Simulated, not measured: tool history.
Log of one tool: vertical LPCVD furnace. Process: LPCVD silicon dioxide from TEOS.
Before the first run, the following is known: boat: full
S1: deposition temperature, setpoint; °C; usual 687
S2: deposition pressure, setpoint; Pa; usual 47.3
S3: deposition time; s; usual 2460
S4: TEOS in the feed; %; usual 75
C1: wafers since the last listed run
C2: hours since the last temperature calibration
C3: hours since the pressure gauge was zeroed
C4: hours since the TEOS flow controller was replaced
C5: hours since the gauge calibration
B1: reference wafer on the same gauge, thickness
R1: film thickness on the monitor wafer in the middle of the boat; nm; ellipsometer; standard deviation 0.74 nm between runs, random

Run 1, hour 0.0: usual settings; C1 0; C2 1173.4; C3 2201.1; C4 2982.7; C5 410.7; B1 239.96. Result: R1 292.58 nm.
Run 2, hour 12.1: usual settings; C1 195; C2 1185.5; C3 2213.2; C4 2994.8; C5 422.8; B1 239.78. Result: R1 290.00 nm.
Run 3, hour 25.8: usual settings; C1 221; C2 1199.2; C3 2226.9; C4 3008.5; C5 436.5; B1 240.15. Result: R1 290.28 nm.
Run 4, hour 59.8: usual settings; C1 548; C2 1233.2; C3 2260.9; C4 3042.5; C5 470.5; B1 240.06. Result: R1 293.54 nm.
Run 5, hour 75.3: usual settings; C1 250; C2 1248.7; C3 2276.4; C4 3058.0; C5 486.0; B1 239.97. Result: R1 292.01 nm.
Run 6, hour 108.6: usual settings; C1 537; C2 1282.0; C3 2309.7; C4 3091.3; C5 519.3; B1 240.15. Result: R1 292.49 nm.
Run 7, hour 136.9: usual settings; C1 456; C2 1310.3; C3 2338.0; C4 3119.6; C5 547.6; B1 240.10. Result: R1 292.76 nm.
At hour 164.7: TEOS flow controller replaced.
At hour 178.4: pressure gauge zeroed.
Run 8, hour 187.2: usual settings; C1 203; C2 1360.6; C3 8.8; C4 22.5; C5 597.9; B1 240.02. Result: R1 292.72 nm.
At hour 212.2: gauge calibrated.
Run 9, hour 220.3: usual settings; C1 534; C2 1393.7; C3 41.9; C4 55.6; C5 8.1; B1 240.18. Result: R1 292.98 nm.
At hour 273.4: thermocouples replaced and temperature profile calibrated.
Run 10, hour 285.1: usual settings but S3 1920 s, S4 88 %; C1 658; C2 11.7; C3 106.7; C4 120.4; C5 72.9; B1 239.88. Result: R1 224.27 nm.
Run 11, hour 312.7: usual settings but S2 58.7 Pa, S4 67 %; C1 445; C2 39.3; C3 134.3; C4 148.0; C5 100.5; B1 240.03. Result: R1 280.56 nm.
Run 12, hour 346.7: usual settings; C1 548; C2 73.3; C3 168.3; C4 182.0; C5 134.5; B1 239.89. Result: R1 267.61 nm.

Predict the results of run 13:
Run 13, hour 369.7: usual settings but S1 697 °C, S2 38.0 Pa, S3 2760 s, S4 80 %; C1 371; C2 96.3; C3 191.3; C4 205.0; C5 157.5; B1 ?. Result: R1 ?.

B1: 240.11
R1: 354.03 nm
Had the tool carried no hidden state, the very same run would have given R1 345.64 nm.
